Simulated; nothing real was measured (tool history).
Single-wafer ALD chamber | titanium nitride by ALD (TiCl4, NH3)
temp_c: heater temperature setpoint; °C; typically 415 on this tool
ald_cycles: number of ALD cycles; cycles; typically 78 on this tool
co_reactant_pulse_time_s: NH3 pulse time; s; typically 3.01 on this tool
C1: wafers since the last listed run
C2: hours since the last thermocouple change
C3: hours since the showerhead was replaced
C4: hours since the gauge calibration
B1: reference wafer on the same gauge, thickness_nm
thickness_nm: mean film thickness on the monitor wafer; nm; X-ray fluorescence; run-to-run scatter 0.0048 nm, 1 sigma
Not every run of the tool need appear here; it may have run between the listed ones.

Run 1, hour 0: usual settings but temp_c 421 °C; C1 0; C2 1818.8; C3 2906; C4 114.3; B1 1.93. Result: thickness_nm 1.941 nm.
Run 2, hour 26.3: usual settings but temp_c 421 °C; C1 67; C2 1845.1; C3 2932.3; C4 140.6; B1 1.929. Result: thickness_nm 1.936 nm.
Run 3, hour 48.1: usual settings but temp_c 421 °C; C1 56; C2 1866.9; C3 2954.1; C4 162.4; B1 1.93. Result: thickness_nm 1.942 nm.
Run 4, hour 60.3: usual settings but temp_c 420 °C; C1 31; C2 1879.1; C3 2966.3; C4 174.6; B1 1.931. Result: thickness_nm 1.941 nm.
Run 5, hour 78.2: usual settings but temp_c 420 °C; C1 46; C2 1897; C3 2984.2; C4 192.5; B1 1.929. Result: thickness_nm 1.93 nm.
Run 6, hour 103.6: usual settings; C1 65; C2 1922.4; C3 3009.6; C4 217.9; B1 1.93. Result: thickness_nm 1.939 nm.
Run 7, hour 117.9: usual settings; C1 36; C2 1936.7; C3 3023.9; C4 232.2; B1 1.928. Result: thickness_nm 1.934 nm.
Run 8, hour 148.3: usual settings; C1 78; C2 1967.1; C3 3054.3; C4 262.6; B1 1.931. Result: thickness_nm 1.939 nm.
Run 9, hour 163.6: usual settings but co_reactant_pulse_time_s 2.34 s; C1 39; C2 1982.4; C3 3069.6; C4 277.9; B1 1.929. Result: thickness_nm 1.913 nm.
Run 10, hour 196.7: usual settings but co_reactant_pulse_time_s 2.34 s; C1 85; C2 2015.5; C3 3102.7; C4 311; B1 1.93. Result: thickness_nm 1.909 nm.
Run 11, hour 227.2: usual settings but co_reactant_pulse_time_s 2.34 s; C1 78; C2 2046; C3 3133.2; C4 341.5; B1 1.929. Result: thickness_nm 1.908 nm.
Run 12, hour 247.4: usual settings; C1 52; C2 2066.2; C3 3153.4; C4 361.7; B1 1.929. Result: thickness_nm 1.935 nm.
Run 13, hour 269.2: usual settings but co_reactant_pulse_time_s 2.15 s; C1 56; C2 2088; C3 3175.2; C4 383.5; B1 1.929. Result: thickness_nm 1.901 nm.
Run 14, hour 286.9: usual settings; C1 45; C2 2105.7; C3 3192.9; C4 401.2; B1 1.927. Result: thickness_nm 1.934 nm.
Run 15, hour 314.8: usual settings; C1 72; C2 2133.6; C3 3220.8; C4 429.1; B1 1.929. Result: thickness_nm 1.938 nm.
Run 16, hour 333.8: usual settings but co_reactant_pulse_time_s 3.6 s; C1 49; C2 2152.6; C3 3239.8; C4 448.1; B1 1.93. Result: thickness_nm 1.949 nm.
Run 17, hour 362.4: usual settings but co_reactant_pulse_time_s 3.6 s; C1 73; C2 2181.2; C3 3268.4; C4 476.7; B1 1.932. Result: thickness_nm 1.944 nm.
Run 18, hour 392.6: usual settings but ald_cycles 66 cycles; C1 78; C2 2211.4; C3 3298.6; C4 506.9; B1 1.931. Result: thickness_nm 1.638 nm.
Run 19, hour 422.8: usual settings but ald_cycles 73 cycles; C1 78; C2 2241.6; C3 3328.8; C4 537.1; B1 1.93. Result: thickness_nm 1.814 nm.
At hour 442: gauge calibrated.
At hour 476: thermocouple changed; heater temperature recalibrated.
Run 20, hour 494.3: usual settings but temp_c 404 °C, ald_cycles 85 cycles, co_reactant_pulse_time_s 3.35 s; C1 164; C2 18.3; C3 3400.3; C4 52.3; B1 1.931. Result: thickness_nm 2.124 nm.
Run 21, hour 523.1: usual settings but temp_c 426 °C; C1 74; C2 47.1; C3 3429.1; C4 81.1; B1 1.929. Result: thickness_nm 1.942 nm.
At hour 541.3: showerhead replaced.
Run 22, hour 543.4: usual settings but temp_c 404 °C, ald_cycles 90 cycles, co_reactant_pulse_time_s 3.51 s; C1 31; C2 67.4; C3 2.1; C4 101.4; B1 1.928. Result: thickness_nm 2.242 nm.
Run 23, hour 556.1: usual settings but temp_c 406 °C, ald_cycles 89 cycles, co_reactant_pulse_time_s 2.7 s; C1 32; C2 80.1; C3 14.8; C4 114.1; B1 1.929. Result: thickness_nm 2.192 nm.
Run 24, hour 569: usual settings; C1 33; C2 93; C3 27.7; C4 127; B1 1.93. Result: thickness_nm 1.945 nm.
Run 25, hour 584.6: usual settings but co_reactant_pulse_time_s 3.55 s; C1 40; C2 108.6; C3 43.3; C4 142.6; B1 1.929. Result: thickness_nm 1.947 nm.
Run 26, hour 613: usual settings but temp_c 427 °C, ald_cycles 92 cycles, co_reactant_pulse_time_s 2.32 s; C1 73; C2 137; C3 71.7; C4 171; B1 1.929. Result: thickness_nm 2.253 nm.
Run 27, hour 645.4: usual settings but temp_c 409 °C, ald_cycles 93 cycles, co_reactant_pulse_time_s 2.44 s; C1 83; C2 169.4; C3 104.1; C4 203.4; B1 1.928. Result: thickness_nm 2.288 nm.
Run 28, hour 666.8: usual settings but temp_c 401 °C, ald_cycles 63 cycles, co_reactant_pulse_time_s 3.32 s; C1 55; C2 190.8; C3 125.5; C4 224.8; B1 1.93. Result: thickness_nm 1.564 nm.
Run 29, hour 679.7: usual settings; C1 33; C2 203.7; C3 138.4; C4 237.7; B1 1.932. Result: thickness_nm 1.937 nm.
Run 30, hour 700.9: usual settings but temp_c 426 °C, ald_cycles 68 cycles, co_reactant_pulse_time_s 3.71 s; C1 54; C2 224.9; C3 159.6; C4 258.9; B1 1.928. Result: thickness_nm 1.705 nm.

Hidden state at the last listed run before each entry between runs and at the first one after, where it differs:
From run 19 to run 20: gauge calibrated (hour 442); thermocouple changed; heater temperature recalibrated (hour 476)
  no hidden state differs between the two runs
From run 21 to run 22: showerhead replaced (hour 541.3)
  no hidden state differs between the two runs
